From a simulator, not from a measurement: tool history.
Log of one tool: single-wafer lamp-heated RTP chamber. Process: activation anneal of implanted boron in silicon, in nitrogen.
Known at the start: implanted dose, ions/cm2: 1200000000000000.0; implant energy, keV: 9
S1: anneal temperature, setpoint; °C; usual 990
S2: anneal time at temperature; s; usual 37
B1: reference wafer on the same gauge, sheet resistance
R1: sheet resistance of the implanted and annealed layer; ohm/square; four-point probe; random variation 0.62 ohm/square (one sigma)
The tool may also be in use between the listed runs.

run    hour    S1  S2      B1      R1
  1       0  1001  37  130.87  134.32
  2   299.9  1001  37  131.01  133.62
  3   357.9  1001  37  130.89  133.75
      655.1  -- reflector plate cleaned
      665.8  -- pyrometer window cleaned and pyrometer calibrated
  4   669.1   990  21  131.33  143.51
  5   762.2   990  21  131.18  142.89
  6   838.2   990  45  131.27  137.02
  7   880.1   990  45  131.11  137.27
  8   957.1   990  45  131.12  136.71
  9  1060.5   990  37  130.71   137.8
 10  1129.5   990  37  130.58  136.97
 11    1176   990  37  130.64  136.51
 12  1264.9   990  37  130.99  137.95
 13  1362.2  1005  37  131.12  130.64
 14    1469   964  55  130.98  148.33
     1502.8  -- pyrometer window cleaned and pyrometer calibrated
 15  1551.3   990  30  130.95  137.37
     1583.8  -- reflector plate cleaned
 16  1623.3   990  30  130.96  141.95
 17  1708.2   990  37  130.98  139.88
 18  1747.2   981  17  131.26  153.85
 19  1816.8   990  37  131.01  139.92
     1894.6  -- gauge calibrated
 20  1900.2  1016  58  130.94  124.18
 21  1974.4   990  37  131.31  138.71
 22  2068.6   964  45  131.19  155.24
 23    2150  1005  23  131.04  134.41
     2242.2  -- pyrometer window cleaned and pyrometer calibrated
 24  2250.6   990  37  130.85  137.36
 25  2295.2   990  19   131.2  141.47
 26    2449   971  26   131.1  150.93
     2523.2  -- reflector plate cleaned
 27  2533.3   990  37  130.82  140.31
 28    2634   990  37   131.1  140.69
 29  2718.3   990  26   131.4  142.46
 30  2850.3   973  37  130.82  150.44
 31    2891   975  16  131.02  158.77
 32    2964   990  37  131.06  138.82
     3002.1  -- pyrometer window cleaned and pyrometer calibrated
 33  3035.3  1002  31  130.98   133.6
 34    3102   990  22  130.86  140.79
     3280.2  -- reflector plate cleaned
 35  3359.4   979  46  131.16  143.65
 36  3420.7  1009  24  131.04   134.5
 37  3519.6   999  37  130.91   134.8

3 ways to go on from here, each from the tool as it stands after run 37. What would each give?
  A  3520  1015  37   ?   ?
  B  3520  1001  20   ?   ?
  C  3520   963  56   ?   ?

run      B1      R1
  A  131.09  129.29
  B  131.09  139.05
  C  131.09  155.43
Without the tool's hidden state the same runs would have given:
run      R1
  A  129.74
  B  139.58
  C  156.52
